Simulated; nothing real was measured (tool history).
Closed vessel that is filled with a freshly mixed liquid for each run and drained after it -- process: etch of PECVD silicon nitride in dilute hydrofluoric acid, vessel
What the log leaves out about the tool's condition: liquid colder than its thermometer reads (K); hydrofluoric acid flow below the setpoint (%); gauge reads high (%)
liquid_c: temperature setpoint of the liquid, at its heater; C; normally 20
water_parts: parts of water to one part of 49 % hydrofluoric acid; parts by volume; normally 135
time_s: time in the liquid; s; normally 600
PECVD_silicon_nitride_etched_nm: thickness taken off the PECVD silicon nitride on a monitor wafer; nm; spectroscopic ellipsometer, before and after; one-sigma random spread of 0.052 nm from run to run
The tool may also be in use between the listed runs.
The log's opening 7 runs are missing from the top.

| run | day | liquid_c | water_parts | time_s | wafers since the last listed run | hours since the thermometer was replaced | hours since the hydrofluoric acid flow meter was replaced | hours since the gauge calibration | read-back film thickness of the PECVD silicon nitride reference wafer, read on the same gauge (nm) | PECVD_silicon_nitride_etched_nm |
|---|---|---|---|---|---|---|---|---|---|---|
| 8 | 17.029 | 20 | 135 | 720 | 1359 | 2046.9 | 1404.4 | 1292.1 | 39.98 | 14.90 |
| 9 | 18.829 | 20 | 135 | 720 | 2276 | 2090.1 | 1447.6 | 1335.3 | 40.01 | 14.82 |
| 10 | 20.100 | 20 | 135 | 600 | 1607 | 2120.6 | 1478.1 | 1365.8 | 39.99 | 12.39 |
|  | 22.283 | thermometer replaced |
| 11 | 22.938 | 20 | 135 | 600 | 3535 | 15.7 | 1546.2 | 1433.9 | 40.02 | 12.40 |
| 12 | 24.992 | 20 | 135 | 415 | 2597 | 65.0 | 1595.5 | 1483.2 | 40.01 | 8.57 |
| 13 | 27.225 | 20 | 135 | 415 | 2824 | 118.6 | 1649.1 | 1536.8 | 40.02 | 8.52 |
|  | 28.908 | hydrofluoric acid flow meter replaced |
| 14 | 30.058 | 20 | 135 | 415 | 3530 | 186.6 | 27.6 | 1604.8 | 40.00 | 8.95 |
| 15 | 31.929 | 17 | 170 | 600 | 2365 | 231.5 | 72.5 | 1649.7 | 40.00 | 8.43 |
| 16 | 33.996 | 20 | 70 | 315 | 2613 | 281.1 | 122.1 | 1699.3 | 39.99 | 12.86 |
| 17 | 35.333 | 20 | 135 | 600 | 1691 | 313.2 | 154.2 | 1731.4 | 39.99 | 12.84 |
| 18 | 36.412 | 17 | 155 | 600 | 1364 | 339.1 | 180.1 | 1757.3 | 39.97 | 9.20 |
|  | 38.433 | gauge calibrated |
| 19 | 39.054 | 17 | 110 | 600 | 3340 | 402.5 | 243.5 | 14.9 | 39.99 | 12.73 |
| 20 | 41.712 | 20 | 135 | 600 | 3361 | 466.3 | 307.3 | 78.7 | 39.99 | 12.90 |
| 21 | 42.962 | 20 | 180 | 600 | 1580 | 496.3 | 337.3 | 108.7 | 39.99 | 9.68 |
| 22 | 44.325 | 20 | 75 | 600 | 1723 | 529.0 | 370.0 | 141.4 | 40.02 | 22.79 |
| 23 | 45.954 | 20 | 135 | 600 | 2060 | 568.1 | 409.1 | 180.5 | 40.03 | 12.86 |

What does the tool deliver on the next run?
| 24 | 47.338 | 25 | 80 | 600 | 1749 | 601.3 | 442.3 | 213.7 | ? | ? |

Run 24 yielded read-back film thickness of the PECVD silicon nitride reference wafer, read on the same gauge (nm) 39.98, PECVD_silicon_nitride_etched_nm 29.81 nm.
If the tool had no hidden condition, the same run with the same run-to-run variation would have returned PECVD_silicon_nitride_etched_nm 30.38 nm.
